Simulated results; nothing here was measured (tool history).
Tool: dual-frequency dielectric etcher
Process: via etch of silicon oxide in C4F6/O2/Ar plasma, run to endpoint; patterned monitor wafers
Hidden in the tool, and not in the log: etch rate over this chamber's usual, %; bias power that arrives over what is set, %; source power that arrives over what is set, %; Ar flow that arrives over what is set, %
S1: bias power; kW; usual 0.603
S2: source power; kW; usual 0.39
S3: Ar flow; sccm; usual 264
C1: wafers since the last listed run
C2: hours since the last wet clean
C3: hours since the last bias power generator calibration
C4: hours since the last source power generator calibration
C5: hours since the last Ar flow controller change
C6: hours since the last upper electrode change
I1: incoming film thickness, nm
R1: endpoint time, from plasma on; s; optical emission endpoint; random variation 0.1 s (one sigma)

run,day,S1,S2,S3,C1,C2,C3,C4,C5,C6,I1,R1
1,0,0.703,0.39,264,0,229.6,2246.2,1739.5,5427.9,3370.8,169.2,33.3
2,4.062,0.703,0.39,264,1410,327.1,2343.7,1837,5525.4,3468.3,170.6,34
# day 6.9: wet clean of the chamber
3,8.296,0.703,0.39,264,1122,33.5,2445.3,1938.6,5627,3569.9,169.2,32.9
4,12.183,0.482,0.39,247,1350,126.8,2538.6,2031.9,5720.3,3663.2,169,35.9
5,16.15,0.603,0.39,264,1377,222,2633.8,2127.1,5815.5,3758.4,168.8,34.7
6,19.621,0.603,0.39,264,1205,305.3,2717.1,2210.4,5898.8,3841.7,168.9,35
# day 22.225: wet clean of the chamber
# day 24.562: upper electrode replaced
7,24.583,0.603,0.39,264,1028,56.6,2836.2,2329.5,6017.9,0.5,169,34.5
8,25.75,0.603,0.39,264,405,84.6,2864.2,2357.5,6045.9,28.5,171.1,35.1
# day 26.704: bias power generator calibrated
# day 26.929: Ar flow controller replaced
9,29.646,0.69,0.39,218,1216,178.1,70.6,2451,65.2,122,168.7,32.7
# day 30.308: source power generator calibrated
10,34.067,0.603,0.39,316,1477,284.2,176.7,90.2,171.3,228.1,167.7,35.2
# day 38.367: wet clean of the chamber
11,38.388,0.731,0.34,230,1153,0.5,280.4,193.9,275,331.8,170.6,33.9
12,42.462,0.603,0.39,264,1415,98.3,378.2,291.7,372.8,429.6,171.1,34.5
13,46.296,0.689,0.46,282,1331,190.3,470.2,383.7,464.8,521.6,171.2,31.8
14,50.15,0.712,0.39,300,1338,282.8,562.7,476.2,557.3,614.1,170,34.1
# day 52.188: wet clean of the chamber
15,53.625,0.603,0.44,264,859,34.5,646.1,559.6,640.7,697.5,170.4,32.9
16,56.562,0.603,0.29,264,1020,105,716.6,630.1,711.2,768,169.5,39.1

4 ways to go on from here, each from the tool as it stands after run 16. What would each give?
A,56.579,0.603,0.39,321,5,105.4,717,630.5,711.6,768.4,170.7,?
B,56.579,0.711,0.48,200,5,105.4,717,630.5,711.6,768.4,170.7,?
C,56.579,0.603,0.42,302,5,105.4,717,630.5,711.6,768.4,170.7,?
D,56.579,0.603,0.39,218,5,105.4,717,630.5,711.6,768.4,170.7,?

run,R1
A,35.7
B,29.6
C,34.4
D,34
Without the tool's hidden state the same runs would have given:
run,R1
A,34.8
B,28.8
C,33.5
D,33.1
